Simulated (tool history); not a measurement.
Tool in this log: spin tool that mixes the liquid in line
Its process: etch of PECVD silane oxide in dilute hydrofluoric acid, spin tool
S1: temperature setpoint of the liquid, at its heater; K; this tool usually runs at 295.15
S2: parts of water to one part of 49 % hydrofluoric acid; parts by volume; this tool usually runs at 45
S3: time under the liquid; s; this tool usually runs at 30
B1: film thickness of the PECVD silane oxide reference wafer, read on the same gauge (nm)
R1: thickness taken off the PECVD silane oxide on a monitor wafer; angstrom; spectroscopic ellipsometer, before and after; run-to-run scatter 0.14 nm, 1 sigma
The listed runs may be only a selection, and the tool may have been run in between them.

run     day      S1  S2  S3      B1     R1
  1   0.000  293.65  45  25  150.00  244.1
  2   1.471  293.65  45  25  149.99  242.8
  3   2.550  293.65  45  25  150.01  244.7
  4   3.079  295.15  45  15  149.99  156.2
  5   4.933  295.15  45  15  150.01  157.4
  6   6.900  295.15  45  15  150.00  157.7
  7   7.688  295.15  45  30  150.01  314.9
  8   8.900  295.15  45  30  149.98  317.9
  9  10.383  293.15  45  30  149.99  288.3
     10.946  -- hydrofluoric acid flow meter replaced
 10  11.467  293.15  45  30  149.99  255.8
 11  12.704  295.15  30  30  150.00  426.2
 12  14.138  295.15  45  30  150.01  279.9
 13  15.342  295.15  45  30  150.00  279.9
     15.821  -- thermometer replaced
 14  16.371  296.65  25  30  150.01  611.9
 15  17.075  292.15  50  20  150.01  163.7
 16  18.012  291.15  45  30  149.99  262.8
 17  19.083  293.65  45  30  149.98  293.3
 18  20.558  297.15  45  30  149.99  342.0
     20.796  -- gauge calibrated
 19  21.942  300.15  45  35  150.01  451.4
 20  22.917  295.15  45  30  150.01  314.7
 21  24.158  295.15  45  30  150.01  315.6
 22  25.229  295.15  55  15  149.99  127.0
 23  25.904  295.15  30  15  150.01  240.1
 24  26.971  290.15  45  30  149.99  255.5
 25  27.479  295.15  45  30  150.01  312.2
 26  28.892  295.15  35  30  150.01  409.1

Measured less the same run without the tool's hidden state. The same run-to-run variation is in both; the gauge's scatter may not be:
Unlogged tool condition in this case: liquid colder than its thermometer reads (K); hydrofluoric acid flow above the setpoint (%); gauge reads high (%).
run     R1
  1   +2.1
  2   +2.4
  3   +2.6
  4   +1.8
  5   +2.1
  6   +2.3
  7   +4.7
  8   +5.0
  9   +4.3
 10  -27.0
 11  -44.4
 12  -28.3
 13  -28.2
 14   +5.3
 15   +1.5
 16   +2.7
 17   +3.3
 18   +4.3
 19   +6.7
 20   +4.6
 21   +5.0
 22   +2.2
 23   +3.9
 24   +4.5
 25   +5.8
 26   +7.8

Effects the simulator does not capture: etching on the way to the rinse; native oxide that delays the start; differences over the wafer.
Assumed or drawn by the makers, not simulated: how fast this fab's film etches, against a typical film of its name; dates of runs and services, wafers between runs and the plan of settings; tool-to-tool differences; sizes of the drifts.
